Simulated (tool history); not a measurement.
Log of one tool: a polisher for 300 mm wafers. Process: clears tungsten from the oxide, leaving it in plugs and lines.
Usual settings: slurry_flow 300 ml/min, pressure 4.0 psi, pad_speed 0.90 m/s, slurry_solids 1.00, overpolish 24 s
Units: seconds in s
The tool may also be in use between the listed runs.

run   hour  slurry_flow  pressure  pad_speed  slurry_solids  overpolish  wafers since the last listed run  wafers polished on this pad  hours since the slurry nozzle was cleaned  hours since the head pressure was calibrated  hours since the slurry blender was calibrated  hours since the slurry got fresh peroxide  incoming thickness of the incoming film, nm  seconds
  1    0.0          300       4.0       0.90           1.00          24                                 0                          779                                      193.9                                         964.1                                          319.5                                      139.2                                        369.8     82.8
  2   15.6          300       4.0       0.90           1.00          24                               160                          939                                      209.5                                         979.7                                          335.1                                      154.8                                        368.1     81.9
      35.2  -- worn pad replaced by a new one
  3   35.7          300       4.0       0.90           1.00          24                               165                            5                                      229.6                                         999.8                                          355.2                                      174.9                                        371.7     86.4
      40.9  -- slurry tank refilled with fresh slurry and peroxide
  4   48.2          300       4.0       0.90           1.00          24                               118                          123                                      242.1                                        1012.3                                          367.7                                        7.3                                        371.4     83.3
  5   57.8          300       5.0       0.90           1.00          24                                98                          221                                      251.7                                        1021.9                                          377.3                                       16.9                                        363.6     68.1
  6   93.5          300       5.0       0.90           1.00          24                               366                          588                                      287.4                                        1057.6                                          413.0                                       52.6                                        372.9     70.0
  7  100.1          300       4.0       0.90           1.00          24                                67                          656                                      294.0                                        1064.2                                          419.6                                       59.2                                        373.0     81.6
  8  112.3          300       4.0       0.90           1.00          24                               125                          781                                      306.2                                        1076.4                                          431.8                                       71.4                                        372.2     84.3
     129.3  -- worn pad replaced by a new one
     130.2  -- slurry blender recalibrated
  9  130.7          300       4.0       0.90           1.00          24                               138                            5                                      324.6                                        1094.8                                            0.5                                       89.8                                        375.5     81.7
 10  137.3          300       4.0       0.90           1.00          24                                67                           72                                      331.2                                        1101.4                                            7.1                                       96.4                                        368.8     82.7
 11  146.1          300       4.0       0.90           1.00          24                                90                          163                                      340.0                                        1110.2                                           15.9                                      105.2                                        362.3     80.4
 12  154.8          300       2.8       1.08           1.15          24                                89                          252                                      348.7                                        1118.9                                           24.6                                      113.9                                        370.5     91.2
 13  167.4          300       4.0       0.90           1.00          24                               129                          381                                      361.3                                        1131.5                                           37.2                                      126.5                                        370.8     83.4
 14  177.8          350       4.0       0.66           1.00          24                               106                          488                                      371.7                                        1141.9                                           47.6                                      136.9                                        364.2    101.6
     185.3  -- head pressure recalibrated
 15  193.1          300       4.0       0.90           1.00          11                               136                          624                                      387.0                                           7.8                                           62.9                                      152.2                                        371.2     81.6
 16  206.8          300       2.9       1.00           0.75          24                               140                          765                                      400.7                                          21.5                                           76.6                                      165.9                                        369.9    105.2
     209.2  -- slurry nozzle cleaned
     209.4  -- slurry tank refilled with fresh slurry and peroxide
     222.8  -- worn pad replaced by a new one
 17  223.3          300       4.0       1.18           0.85          24                               115                            5                                       14.1                                          38.0                                           93.1                                       13.9                                        365.5     70.1
 18  231.5          300       4.0       0.90           1.00          24                                84                           89                                       22.3                                          46.2                                          101.3                                       22.1                                        361.9     81.2
 19  278.1          300       4.0       0.90           1.00          24                               478                          567                                       68.9                                          92.8                                          147.9                                       68.7                                        369.1     82.4
 20  295.2          300       4.0       0.90           1.25          24                               175                          743                                       86.0                                         109.9                                          165.0                                       85.8                                        377.5     79.7
     311.2  -- worn pad replaced by a new one
 21  311.7          200       4.0       0.98           0.90          24                               128                            5                                      102.5                                         126.4                                          181.5                                      102.3                                        364.7     82.6
 22  319.5          300       4.0       0.66           1.00          19                                80                           85                                      110.3                                         134.2                                          189.3                                      110.1                                        368.6    101.7
 23  327.0          300       4.0       0.90           1.00          24                                76                          162                                      117.8                                         141.7                                          196.8                                      117.6                                        373.7     81.3

3 ways to go on from here, each from the tool as it stands after run 23. What would each give?
  A  327.5          300       4.0       0.90           1.00          24                                 5                          167                                      118.3                                         142.2                                          197.3                                      118.1                                        369.3        ?
  B  327.5          195       4.4       0.90           1.00          24                                 5                          167                                      118.3                                         142.2                                          197.3                                      118.1                                        369.3        ?
  C  327.5          300       4.0       0.90           1.20          18                                 5                          167                                      118.3                                         142.2                                          197.3                                      118.1                                        369.3        ?

run  seconds
  A     82.4
  B     80.5
  C     78.7
Without the tool's hidden state the same runs would have given:
run  seconds
  A     82.4
  B     80.5
  C     78.7

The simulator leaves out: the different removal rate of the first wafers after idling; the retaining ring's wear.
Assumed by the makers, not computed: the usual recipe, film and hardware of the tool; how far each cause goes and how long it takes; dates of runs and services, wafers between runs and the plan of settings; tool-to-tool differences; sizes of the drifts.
